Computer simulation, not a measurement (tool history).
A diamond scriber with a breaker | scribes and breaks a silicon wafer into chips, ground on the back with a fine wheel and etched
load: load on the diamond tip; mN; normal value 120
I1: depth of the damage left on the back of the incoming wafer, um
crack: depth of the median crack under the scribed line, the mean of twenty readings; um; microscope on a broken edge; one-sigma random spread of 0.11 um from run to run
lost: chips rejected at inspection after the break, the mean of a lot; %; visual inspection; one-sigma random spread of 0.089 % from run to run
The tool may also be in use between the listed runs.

run 1 day=0.000 | load=131 | I1=0.69 | crack=6.65 lost=2.89
run 2 day=0.392 | load=131 | I1=0.72 | crack=6.69 lost=2.54
run 3 day=0.862 | load=120 | I1=0.57 | crack=6.10 lost=6.09
run 4 day=1.371 | load=120 | I1=0.44 | crack=6.19 lost=5.89
run 5 day=1.625 | load=120 | I1=0.60 | crack=6.28 lost=5.66
run 6 day=2.033 | load=120 | I1=0.41 | crack=6.13 lost=6.16
run 7 day=2.692 | load=120 | I1=0.71 | crack=6.16 lost=6.09
run 8 day=3.350 | load=120 | I1=0.69 | crack=6.11 lost=6.68
-- day=4.617 load on the tip recalibrated
run 9 day=5.554 | load=97 | I1=0.75 | crack=5.64 lost=12.38
run 10 day=6.012 | load=140 | I1=0.66 | crack=8.37 lost=4.74
run 11 day=6.575 | load=120 | I1=0.33 | crack=7.06 lost=2.07
-- day=7.600 diamond tip replaced by a new one
run 12 day=8.283 | load=86 | I1=0.46 | crack=4.51 lost=33.69
run 13 day=8.883 | load=150 | I1=0.52 | crack=8.20 lost=5.72
run 14 day=9.604 | load=120 | I1=0.71 | crack=6.49 lost=3.20
run 15 day=11.800 | load=105 | I1=0.54 | crack=5.46 lost=14.34
run 16 day=12.529 | load=138 | I1=0.59 | crack=7.22 lost=2.11
run 17 day=13.233 | load=109 | I1=0.69 | crack=5.60 lost=10.52

Each row is a separate what-if for the run after 17, all from the same tool condition, not one after another. Results?
run A day=13.262 | load=120 | I1=0.59 | crack=? lost=?
run B day=13.262 | load=139 | I1=0.59 | crack=? lost=?
run C day=13.262 | load=106 | I1=0.59 | crack=? lost=?

run=A crack=6.21 lost=4.86
run=B crack=7.17 lost=1.96
run=C crack=5.45 lost=13.44
The same runs, with their run-to-run variation unchanged, on a tool lacking any hidden condition would have given:
run=A crack=7.05 lost=1.90
run=B crack=8.13 lost=5.67
run=C crack=6.19 lost=5.01
